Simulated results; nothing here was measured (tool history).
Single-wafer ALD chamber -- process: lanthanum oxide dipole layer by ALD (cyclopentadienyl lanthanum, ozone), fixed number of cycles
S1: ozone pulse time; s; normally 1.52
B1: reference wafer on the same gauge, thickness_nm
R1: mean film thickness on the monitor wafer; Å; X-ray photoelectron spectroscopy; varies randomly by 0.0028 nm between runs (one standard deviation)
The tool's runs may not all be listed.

| run | hour | S1 | B1 | R1 |
|---|---|---|---|---|
| 1 | 0 | 1.92 | 0.62 | 5.83 |
| 2 | 87 | 1.52 | 0.62 | 5.45 |
| 3 | 147 | 1.29 | 0.62 | 5.03 |
| 4 | 254 | 1.52 | 0.62 | 5.4 |
| 5 | 387.5 | 1.52 | 0.62 | 5.38 |
|  | 408.9 | ozone generator serviced |
| 6 | 465.3 | 1.52 | 0.62 | 5.69 |
| 7 | 536.5 | 1.99 | 0.62 | 5.88 |
| 8 | 613.7 | 1.99 | 0.62 | 5.88 |
| 9 | 707.1 | 1.99 | 0.62 | 5.85 |
| 10 | 767.5 | 1.52 | 0.62 | 5.44 |
| 11 | 866.3 | 1.52 | 0.62 | 5.41 |
|  | 944.9 | gauge calibrated |
|  | 967.8 | ozone generator serviced |
| 12 | 973.3 | 1.52 | 0.619 | 5.69 |
| 13 | 1060.2 | 1.52 | 0.62 | 5.54 |
| 14 | 1101.5 | 1.52 | 0.62 | 5.52 |
| 15 | 1199.3 | 1.52 | 0.62 | 5.47 |
| 16 | 1271.7 | 1.89 | 0.62 | 5.76 |
| 17 | 1319.2 | 2.05 | 0.62 | 5.85 |
| 18 | 1363.3 | 2 | 0.62 | 5.83 |
|  | 1448.5 | ozone generator serviced |
| 19 | 1449 | 1.52 | 0.62 | 5.65 |
| 20 | 1520.8 | 1.86 | 0.62 | 5.85 |
|  | 1530.2 | thermocouple changed; heater temperature recalibrated |
| 21 | 1612.3 | 1.04 | 0.62 | 4.26 |
| 22 | 1670.5 | 1.84 | 0.62 | 5.76 |
| 23 | 1767.7 | 1.52 | 0.62 | 5.41 |
| 24 | 1900.6 | 1.13 | 0.62 | 4.4 |
| 25 | 1943.6 | 1.86 | 0.62 | 5.69 |
| 26 | 2004.5 | 1.69 | 0.62 | 5.5 |
|  | 2045.4 | ozone generator serviced |
| 27 | 2060.1 | 1.16 | 0.62 | 5.04 |
|  | 2092.2 | showerhead replaced |
| 28 | 2116.5 | 1.52 | 0.62 | 5.64 |
| 29 | 2372.6 | 1.52 | 0.62 | 5.44 |
| 30 | 2456.8 | 2.12 | 0.62 | 5.86 |
|  | 2529.3 | ozone generator serviced |
| 31 | 2547.4 | 1.23 | 0.62 | 5.26 |
| 32 | 2587.6 | 1.7 | 0.62 | 5.76 |
| 33 | 2639.6 | 1.32 | 0.62 | 5.26 |
| 34 | 2745.6 | 1.92 | 0.621 | 5.8 |

Measured less the same run without the tool's hidden state. The same run-to-run variation is in both; the gauge's scatter may not be:
The tool's hidden condition here consists of: wafer temperature above the value expected at the setpoint (K); ozone dose above that of a generator just serviced (%); gauge reads high (%).
| run | R1 |
|---|---|
| 1 | -0.08 |
| 2 | -0.24 |
| 3 | -0.39 |
| 4 | -0.31 |
| 5 | -0.33 |
| 6 | -0.08 |
| 7 | -0.05 |
| 8 | -0.08 |
| 9 | -0.1 |
| 10 | -0.28 |
| 11 | -0.31 |
| 12 | -0.05 |
| 13 | -0.15 |
| 14 | -0.19 |
| 15 | -0.27 |
| 16 | -0.16 |
| 17 | -0.13 |
| 18 | -0.15 |
| 19 | -0.05 |
| 20 | -0.07 |
| 21 | -0.46 |
| 22 | -0.16 |
| 23 | -0.35 |
| 24 | -0.66 |
| 25 | -0.23 |
| 26 | -0.3 |
| 27 | -0.07 |
| 28 | -0.1 |
| 29 | -0.3 |
| 30 | -0.1 |
| 31 | -0.09 |
| 32 | -0.07 |
| 33 | -0.23 |
| 34 | -0.12 |

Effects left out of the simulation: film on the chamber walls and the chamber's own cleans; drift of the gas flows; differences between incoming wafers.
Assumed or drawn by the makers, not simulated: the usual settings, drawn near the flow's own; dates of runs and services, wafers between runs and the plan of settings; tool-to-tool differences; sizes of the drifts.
